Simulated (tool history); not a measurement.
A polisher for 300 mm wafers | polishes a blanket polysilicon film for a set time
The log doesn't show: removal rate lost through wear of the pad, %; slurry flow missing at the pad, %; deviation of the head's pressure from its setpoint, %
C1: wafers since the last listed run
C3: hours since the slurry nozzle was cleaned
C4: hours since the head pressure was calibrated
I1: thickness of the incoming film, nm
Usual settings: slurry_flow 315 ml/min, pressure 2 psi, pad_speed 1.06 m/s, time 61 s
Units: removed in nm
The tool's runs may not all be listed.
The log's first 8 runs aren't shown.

run 9 hour=93.7 | slurry_flow=315 pressure=2 pad_speed=1.06 time=61 | C1=86 wafers_polished_on_this_pad=618 C3=458.2 C4=703 | I1=2301.5 | removed=462.5
run 10 hour=106.9 | slurry_flow=315 pressure=2 pad_speed=1.06 time=61 | C1=112 wafers_polished_on_this_pad=731 C3=471.4 C4=716.2 | I1=2312.4 | removed=469.3
-- hour=116.2 slurry nozzle cleaned
run 11 hour=116.7 | slurry_flow=315 pressure=2 pad_speed=1.06 time=61 | C1=75 wafers_polished_on_this_pad=806 C3=0.5 C4=726 | I1=2253 | removed=458.6
run 12 hour=130.3 | slurry_flow=315 pressure=2 pad_speed=1.06 time=61 | C1=116 wafers_polished_on_this_pad=922 C3=14.1 C4=739.6 | I1=2283.5 | removed=458.4
-- hour=147 worn pad replaced by a new one
run 13 hour=147.5 | slurry_flow=315 pressure=2 pad_speed=1.06 time=61 | C1=112 wafers_polished_on_this_pad=3 C3=31.3 C4=756.8 | I1=2251.3 | removed=462.6
run 14 hour=151.3 | slurry_flow=315 pressure=2 pad_speed=1.06 time=61 | C1=32 wafers_polished_on_this_pad=36 C3=35.1 C4=760.6 | I1=2301.9 | removed=464.6
run 15 hour=164.8 | slurry_flow=315 pressure=2 pad_speed=1.06 time=61 | C1=115 wafers_polished_on_this_pad=151 C3=48.6 C4=774.1 | I1=2284.5 | removed=455.7
run 16 hour=173.8 | slurry_flow=315 pressure=2 pad_speed=0.8 time=52 | C1=76 wafers_polished_on_this_pad=228 C3=57.6 C4=783.1 | I1=2271.2 | removed=305
run 17 hour=182.8 | slurry_flow=315 pressure=2 pad_speed=1.06 time=50 | C1=76 wafers_polished_on_this_pad=305 C3=66.6 C4=792.1 | I1=2279.7 | removed=377
run 18 hour=198.7 | slurry_flow=315 pressure=2 pad_speed=1.06 time=61 | C1=135 wafers_polished_on_this_pad=440 C3=82.5 C4=808 | I1=2325.9 | removed=468.8
run 19 hour=205.4 | slurry_flow=315 pressure=2 pad_speed=1.38 time=61 | C1=57 wafers_polished_on_this_pad=498 C3=89.2 C4=814.7 | I1=2294.2 | removed=603.7
run 20 hour=216.2 | slurry_flow=285 pressure=2 pad_speed=1.16 time=79 | C1=92 wafers_polished_on_this_pad=590 C3=100 C4=825.5 | I1=2275.2 | removed=641
run 21 hour=225 | slurry_flow=315 pressure=1.6 pad_speed=1.06 time=61 | C1=75 wafers_polished_on_this_pad=665 C3=108.8 C4=834.3 | I1=2296.6 | removed=383.6
-- hour=231.5 head pressure recalibrated
run 22 hour=232 | slurry_flow=210 pressure=2 pad_speed=1.06 time=51 | C1=42 wafers_polished_on_this_pad=708 C3=115.8 C4=0.5 | I1=2291.1 | removed=368.3
run 23 hour=242.1 | slurry_flow=315 pressure=2 pad_speed=0.7 time=78 | C1=86 wafers_polished_on_this_pad=794 C3=125.9 C4=10.6 | I1=2276.6 | removed=391.2

Run 24 comes next. What will it give?
run 24 hour=256.6 | slurry_flow=250 pressure=2.4 pad_speed=1.06 time=61 | C1=123 wafers_polished_on_this_pad=918 C3=140.4 C4=25.1 | I1=2271.6 | removed=?

removed: 536 nm
Without the tool's hidden state the same run would have given removed 536 nm.
